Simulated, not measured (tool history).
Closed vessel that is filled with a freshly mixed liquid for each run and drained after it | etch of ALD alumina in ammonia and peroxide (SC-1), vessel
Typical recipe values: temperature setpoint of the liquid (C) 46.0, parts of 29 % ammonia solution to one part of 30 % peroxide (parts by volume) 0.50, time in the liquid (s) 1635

run,day,temperature setpoint of the liquid (C),parts of 29 % ammonia solution to one part of 30 % peroxide (parts by volume),time in the liquid (s),wafers since the last listed run,hours since the thermometer was replaced,hours since the ammonia flow meter was replaced,hours since the drum of ammonia solution was connected,hours since the gauge calibration,"read-back film thickness of the ALD alumina reference wafer, read on the same gauge (nm)",thickness taken off the ALD alumina on a monitor wafer (angstrom)
1,0.000,46.0,0.50,1635,0,681.1,1632.2,188.7,730.5,139.98,574.8
2,1.008,46.0,0.50,1635,704,705.3,1656.4,212.9,754.7,140.05,572.2
# day 1.371: new drum of ammonia solution connected
3,2.425,46.0,0.50,1230,960,739.3,1690.4,25.3,788.7,140.00,425.0
# day 2.983: ammonia flow meter replaced
4,3.404,46.0,0.50,1230,655,762.8,10.1,48.8,812.2,140.04,422.5
5,4.054,53.5,0.50,1635,454,778.4,25.7,64.4,827.8,140.01,853.4
6,5.346,53.5,0.50,1635,902,809.4,56.7,95.4,858.8,139.99,866.0
7,6.562,46.0,0.35,1635,850,838.6,85.9,124.6,888.0,139.99,548.9
8,7.267,46.0,0.50,1075,492,855.5,102.8,141.5,904.9,139.99,371.9
# day 7.629: thermometer replaced
9,8.021,38.0,0.70,1160,497,9.4,120.9,159.6,923.0,139.98,284.3
10,9.179,46.0,0.50,1635,809,37.2,148.7,187.4,950.8,140.03,606.8
11,10.238,50.0,0.65,1300,739,62.6,174.1,212.8,976.2,139.99,627.0
# day 10.608: gauge calibrated
12,11.096,46.0,0.75,1635,599,83.2,194.7,233.4,11.7,139.98,636.8
# day 12.288: new drum of ammonia solution connected
13,14.242,50.0,0.50,915,2169,158.7,270.2,46.9,87.2,140.02,420.2
14,15.079,40.5,0.70,670,585,178.8,290.3,67.0,107.3,139.98,187.3
15,15.696,38.0,0.40,1135,430,193.6,305.1,81.8,122.1,139.99,258.9
16,16.600,41.5,0.50,1635,631,215.3,326.8,103.5,143.8,139.99,462.1
17,18.183,46.0,0.50,1635,1106,253.3,364.8,141.5,181.8,139.98,592.6
18,19.325,40.0,0.65,720,797,280.7,392.2,168.9,209.2,140.01,191.7
19,20.200,46.0,0.50,1635,611,301.7,413.2,189.9,230.2,140.01,595.1
20,20.958,46.0,0.50,1635,529,319.9,431.4,208.1,248.4,139.97,586.1
21,21.796,46.0,0.40,1635,585,340.0,451.5,228.2,268.5,140.01,591.1
# day 22.629: new drum of ammonia solution connected
22,22.700,52.5,0.50,1635,602,361.7,473.2,1.7,290.2,140.03,861.2
23,25.575,51.0,0.35,2320,2009,430.7,542.2,70.7,359.2,139.98,1061.9
24,26.317,46.0,0.25,1200,518,448.5,560.0,88.5,377.0,139.96,406.4
25,27.071,54.5,0.35,1635,527,466.6,578.1,106.6,395.1,139.99,918.9
26,27.838,41.5,0.70,2245,535,485.0,596.5,125.0,413.5,139.99,638.3
27,29.150,50.5,0.50,2230,917,516.5,628.0,156.5,445.0,140.03,1002.7
28,29.658,43.5,0.45,2420,355,528.7,640.2,168.7,457.2,140.00,753.2

For some of the steps in thickness taken off the ALD alumina on a monitor wafer (angstrom) from one run to the next: how much would appear even if the tool had no hidden state, given the settings, what came in and random variation, and how much remains for the hidden state plus any gauge scatter that the measured result and the result without hidden state don't share?
What the log doesn't record here: liquid colder than its thermometer reads (K); ammonia flow above the setpoint (%); ammonia solution weaker than its label (%); gauge reads high (%).
Run 4 -> 5: temperature setpoint of the liquid (C) 46.0 -> 53.5, time in the liquid (s) 1230 -> 1635. thickness taken off the ALD alumina on a monitor wafer (angstrom) +430.9: hidden state -36.8, all else +467.7.
Run 8 -> 9: temperature setpoint of the liquid (C) 46.0 -> 38.0, parts of 29 % ammonia solution to one part of 30 % peroxide (parts by volume) 0.50 -> 0.70, time in the liquid (s) 1075 -> 1160, thermometer replaced. thickness taken off the ALD alumina on a monitor wafer (angstrom) -87.6: hidden state +38.2, all else -125.8.
Run 23 -> 24: temperature setpoint of the liquid (C) 51.0 -> 46.0, parts of 29 % ammonia solution to one part of 30 % peroxide (parts by volume) 0.35 -> 0.25, time in the liquid (s) 2320 -> 1200. thickness taken off the ALD alumina on a monitor wafer (angstrom) -655.5: hidden state +28.4, all else -683.9.
Run 24 -> 25: temperature setpoint of the liquid (C) 46.0 -> 54.5, parts of 29 % ammonia solution to one part of 30 % peroxide (parts by volume) 0.25 -> 0.35, time in the liquid (s) 1200 -> 1635. thickness taken off the ALD alumina on a monitor wafer (angstrom) +512.5: hidden state -24.5, all else +537.0.

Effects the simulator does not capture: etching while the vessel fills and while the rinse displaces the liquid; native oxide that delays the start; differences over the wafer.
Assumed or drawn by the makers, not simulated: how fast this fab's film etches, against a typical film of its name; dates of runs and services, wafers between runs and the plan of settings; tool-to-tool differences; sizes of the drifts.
